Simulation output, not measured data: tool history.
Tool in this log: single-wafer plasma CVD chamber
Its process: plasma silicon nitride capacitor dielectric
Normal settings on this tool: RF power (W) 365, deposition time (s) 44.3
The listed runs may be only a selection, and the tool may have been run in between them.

run	hour	RF power (W)	deposition time (s)	read-back reference wafer on the same gauge, thickness_nm	mean film thickness on the monitor wafer (Å)
1	0.0	365	44.3	59.120	538.21
2	52.9	365	44.3	59.138	535.94
# hour 88.9: gauge calibrated
3	135.7	335	38.4	59.073	450.98
4	198.2	335	38.4	59.122	453.36
5	258.4	335	38.4	59.144	454.84
6	365.7	410	44.3	59.075	551.87
7	460.3	410	44.3	59.045	550.82
# hour 495.5: RF generator calibrated
8	540.3	420	49.8	59.090	644.01
9	614.0	320	41.9	59.171	495.00
10	669.8	320	36.9	59.083	431.33
11	713.9	420	50.7	59.061	653.60
12	787.2	435	44.3	59.120	577.99
13	830.2	365	44.3	59.065	543.18
# hour 849.5: showerhead replaced
# hour 884.4: gauge calibrated
14	1075.4	435	49.8	59.134	640.86
15	1128.5	365	44.3	59.079	535.91

4 options for the next run, each taken on its own from the tool as it stands now. Forecast them:
A	1128.9	365	44.3	?	?
B	1128.9	415	52.1	?	?
C	1128.9	295	49.3	?	?
D	1128.9	335	37.7	?	?

run	read-back reference wafer on the same gauge, thickness_nm	mean film thickness on the monitor wafer (Å)
A	59.029	540.90
B	59.029	663.60
C	59.029	560.47
D	59.029	447.36
Had the tool no hidden state, the same runs would have come out as:
run	mean film thickness on the monitor wafer (Å)
A	551.05
B	676.05
C	570.98
D	455.75
